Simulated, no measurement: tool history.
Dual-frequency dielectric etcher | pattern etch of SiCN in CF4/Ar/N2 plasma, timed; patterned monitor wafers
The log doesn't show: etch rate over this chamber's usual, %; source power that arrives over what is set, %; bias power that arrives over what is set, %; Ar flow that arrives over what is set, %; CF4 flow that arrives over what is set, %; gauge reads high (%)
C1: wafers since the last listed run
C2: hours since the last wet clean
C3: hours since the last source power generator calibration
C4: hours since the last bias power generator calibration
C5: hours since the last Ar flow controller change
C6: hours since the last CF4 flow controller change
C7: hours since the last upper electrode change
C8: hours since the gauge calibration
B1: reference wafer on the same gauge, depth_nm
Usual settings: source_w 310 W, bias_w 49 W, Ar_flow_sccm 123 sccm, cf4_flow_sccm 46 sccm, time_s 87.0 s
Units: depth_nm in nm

Run 1, hour 0.0: usual settings but source_w 280 W; C1 0; C2 214.0; C3 3818.7; C4 3066.3; C5 6424.7; C6 2373.7; C7 4688.7; C8 101.9; B1 35.41. Result: depth_nm 36.02 nm.
Run 2, hour 7.4: usual settings but source_w 280 W; C1 53; C2 221.4; C3 3826.1; C4 3073.7; C5 6432.1; C6 2381.1; C7 4696.1; C8 109.3; B1 35.41. Result: depth_nm 35.90 nm.
Run 3, hour 18.9: usual settings but source_w 280 W; C1 82; C2 232.9; C3 3837.6; C4 3085.2; C5 6443.6; C6 2392.6; C7 4707.6; C8 120.8; B1 35.41. Result: depth_nm 36.06 nm.
Run 4, hour 35.7: usual settings; C1 121; C2 249.7; C3 3854.4; C4 3102.0; C5 6460.4; C6 2409.4; C7 4724.4; C8 137.6; B1 35.40. Result: depth_nm 40.31 nm.
Run 5, hour 50.8: usual settings; C1 108; C2 264.8; C3 3869.5; C4 3117.1; C5 6475.5; C6 2424.5; C7 4739.5; C8 152.7; B1 35.41. Result: depth_nm 40.20 nm.
Run 6, hour 62.8: usual settings but Ar_flow_sccm 112 sccm, cf4_flow_sccm 43 sccm; C1 86; C2 276.8; C3 3881.5; C4 3129.1; C5 6487.5; C6 2436.5; C7 4751.5; C8 164.7; B1 35.42. Result: depth_nm 40.49 nm.
Run 7, hour 71.3: usual settings but source_w 250 W, time_s 101.0 s; C1 61; C2 285.3; C3 3890.0; C4 3137.6; C5 6496.0; C6 2445.0; C7 4760.0; C8 173.2; B1 35.39. Result: depth_nm 36.93 nm.
At hour 91.1: gauge calibrated.
Run 8, hour 101.5: usual settings but source_w 250 W, time_s 101.0 s; C1 217; C2 315.5; C3 3920.2; C4 3167.8; C5 6526.2; C6 2475.2; C7 4790.2; C8 10.4; B1 35.39. Result: depth_nm 36.95 nm.
At hour 108.8: Ar flow controller replaced.
Run 9, hour 109.3: usual settings but time_s 69.5 s; C1 12; C2 323.3; C3 3928.0; C4 3175.6; C5 0.5; C6 2483.0; C7 4798.0; C8 18.2; B1 35.39. Result: depth_nm 32.21 nm.
At hour 143.7: wet clean of the chamber.
Run 10, hour 144.2: usual settings but time_s 69.5 s; C1 78; C2 0.5; C3 3962.9; C4 3210.5; C5 35.4; C6 2517.9; C7 4832.9; C8 53.1; B1 35.40. Result: depth_nm 32.00 nm.
At hour 153.6: CF4 flow controller replaced.
Run 11, hour 173.2: usual settings but Ar_flow_sccm 112 sccm; C1 165; C2 29.5; C3 3991.9; C4 3239.5; C5 64.4; C6 19.6; C7 4861.9; C8 82.1; B1 35.38. Result: depth_nm 40.68 nm.
At hour 179.4: source power generator calibrated.
Run 12, hour 179.9: usual settings but source_w 250 W; C1 19; C2 36.2; C3 0.5; C4 3246.2; C5 71.1; C6 26.3; C7 4868.6; C8 88.8; B1 35.42. Result: depth_nm 31.79 nm.
At hour 206.2: upper electrode replaced.
Run 13, hour 206.7: usual settings but cf4_flow_sccm 56 sccm; C1 20; C2 63.0; C3 27.3; C4 3273.0; C5 97.9; C6 53.1; C7 0.5; C8 115.6; B1 35.40. Result: depth_nm 41.41 nm.
Run 14, hour 207.1: usual settings; C1 2; C2 63.4; C3 27.7; C4 3273.4; C5 98.3; C6 53.5; C7 0.9; C8 116.0; B1 35.41. Result: depth_nm 40.06 nm.
Run 15, hour 210.2: usual settings but bias_w 39 W, cf4_flow_sccm 37 sccm; C1 22; C2 66.5; C3 30.8; C4 3276.5; C5 101.4; C6 56.6; C7 4.0; C8 119.1; B1 35.41. Result: depth_nm 33.39 nm.

Run 16 comes next. What will it give?
At hour 218.5: bias power generator calibrated.
Run 16, hour 227.1: usual settings but Ar_flow_sccm 153 sccm, cf4_flow_sccm 56 sccm, time_s 100.5 s; C1 92; C2 83.4; C3 47.7; C4 8.6; C5 118.3; C6 73.5; C7 20.9; C8 136.0; B1 ?. Result: depth_nm ?.

{"run 16": {"B1": 35.39, "depth_nm": 45.74}}
Without the tool's hidden state the same run would have given depth_nm 45.50 nm.
